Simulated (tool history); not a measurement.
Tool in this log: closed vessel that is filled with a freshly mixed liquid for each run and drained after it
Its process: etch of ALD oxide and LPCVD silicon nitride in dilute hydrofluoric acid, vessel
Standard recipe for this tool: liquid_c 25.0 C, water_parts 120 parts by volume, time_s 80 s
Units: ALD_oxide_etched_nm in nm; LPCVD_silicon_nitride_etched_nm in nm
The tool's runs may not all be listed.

run     day  liquid_c  water_parts  time_s  wafers since the last listed run  hours since the thermometer was replaced  hours since the hydrofluoric acid flow meter was replaced  hours since the gauge calibration  read-back film thickness of the ALD oxide reference wafer, read on the same gauge (nm)  read-back film thickness of the LPCVD silicon nitride reference wafer, read on the same gauge (nm)  ALD_oxide_etched_nm  LPCVD_silicon_nitride_etched_nm
  1   0.000      25.0           75      80                                 0                                    1434.0                                                      385.7                              347.8                                                                                  150.01                                                                                              40.000                21.17                            0.601
  2   2.971      25.0           75      80                              4274                                    1505.3                                                      457.0                              419.1                                                                                  149.99                                                                                              40.008                20.73                            0.555
      4.788  -- hydrofluoric acid flow meter replaced
  3   5.512      25.0          120      80                              3597                                    1566.3                                                       17.4                              480.1                                                                                  150.02                                                                                              39.986                13.55                            0.327
  4   8.233      25.0          120      80                              3915                                    1631.6                                                       82.7                              545.4                                                                                  149.99                                                                                              39.997                13.34                            0.363
  5  10.004      25.0          120      80                              2548                                    1674.1                                                      125.2                              587.9                                                                                  149.99                                                                                              39.990                13.39                            0.306
  6  12.642      25.0          120      80                              3795                                    1737.4                                                      188.5                              651.2                                                                                  150.00                                                                                              39.999                12.95                            0.396
  7  14.067      25.0          120      45                              2050                                    1771.6                                                      222.7                              685.4                                                                                  150.01                                                                                              40.000                 7.27                            0.199
  8  15.712      25.0          120      45                              2368                                    1811.1                                                      262.2                              724.9                                                                                  150.00                                                                                              39.986                 7.15                            0.207
  9  18.396      25.0          120      45                              3861                                    1875.5                                                      326.6                              789.3                                                                                  150.00                                                                                              40.012                 7.01                            0.195
 10  19.792      25.0          150      80                              2008                                    1909.0                                                      360.1                              822.8                                                                                  150.01                                                                                              40.012                 9.62                            0.250
 11  20.829      25.0          150      80                              1492                                    1933.9                                                      385.0                              847.7                                                                                  150.00                                                                                              40.023                 9.59                            0.268
 12  23.617      25.0          120      80                              4010                                    2000.8                                                      451.9                              914.6                                                                                  149.99                                                                                              40.008                12.36                            0.320
     25.667  -- thermometer replaced
 13  25.696      25.0          150      95                              2931                                       0.7                                                      501.8                              964.5                                                                                  149.99                                                                                              40.015                12.15                            0.394
 14  28.371      22.5          170      95                              3849                                      64.9                                                      566.0                             1028.7                                                                                  150.01                                                                                              40.020                 9.45                            0.283
     30.121  -- hydrofluoric acid flow meter replaced
 15  31.338      25.0          120      45                              4208                                     136.1                                                       29.2                             1099.9                                                                                  149.99                                                                                              40.012                 8.23                            0.246
 16  33.450      28.5          145     125                              3039                                     186.8                                                       79.9                             1150.6                                                                                  150.01                                                                                              40.005                20.72                            0.823
     33.767  -- gauge calibrated
 17  35.704      28.5          175      80                              3243                                     240.9                                                      134.0                               46.5                                                                                  150.00                                                                                              40.007                10.35                            0.376
 18  39.867      27.0          120     120                              5989                                     340.8                                                      233.9                              146.4                                                                                  149.98                                                                                              39.979                22.39                            0.685
 19  41.088      21.0          120      65                              1756                                     370.1                                                      263.2                              175.7                                                                                  150.01                                                                                              40.022                 9.35                            0.230
 20  43.621      25.0          120      80                              3645                                     430.9                                                      324.0                              236.5                                                                                  150.01                                                                                              39.990                13.69                            0.425
 21  46.342      27.0          165     125                              3915                                     496.2                                                      389.3                              301.8                                                                                  149.99                                                                                              40.016                15.74                            0.553
 22  48.900      28.0          105     105                              3681                                     557.6                                                      450.7                              363.2                                                                                  150.00                                                                                              39.999                22.38                            0.642
 23  50.217      25.0          120      80                              1894                                     589.2                                                      482.3                              394.8                                                                                  149.99                                                                                              39.992                13.13                            0.405

Here are 5 independent what-if runs from the current tool condition. What would each one return?
  A  50.246      25.0          120      80                                41                                     589.9                                                      483.0                              395.5                                                                                       ?                                                                                                   ?                    ?                                ?
  B  50.246      29.0          140     105                                41                                     589.9                                                      483.0                              395.5                                                                                       ?                                                                                                   ?                    ?                                ?
  C  50.246      30.0          150      80                                41                                     589.9                                                      483.0                              395.5                                                                                       ?                                                                                                   ?                    ?                                ?
  D  50.246      29.0           80      30                                41                                     589.9                                                      483.0                              395.5                                                                                       ?                                                                                                   ?                    ?                                ?
  E  50.246      25.0           60      80                                41                                     589.9                                                      483.0                              395.5                                                                                       ?                                                                                                   ?                    ?                                ?

run  read-back film thickness of the ALD oxide reference wafer, read on the same gauge (nm)  read-back film thickness of the LPCVD silicon nitride reference wafer, read on the same gauge (nm)  ALD_oxide_etched_nm  LPCVD_silicon_nitride_etched_nm
  A                                                                                  150.01                                                                                              40.020                12.88                            0.364
  B                                                                                  150.01                                                                                              40.020                16.39                            0.527
  C                                                                                  150.01                                                                                              40.020                11.92                            0.398
  D                                                                                  150.01                                                                                              40.020                 8.94                            0.264
  E                                                                                  150.01                                                                                              40.020                27.95                            0.721
What these runs would have given with no unlogged condition in the tool:
run  ALD_oxide_etched_nm  LPCVD_silicon_nitride_etched_nm
  A                14.67                            0.415
  B                18.71                            0.602
  C                13.62                            0.455
  D                10.15                            0.301
  E                31.69                            0.823
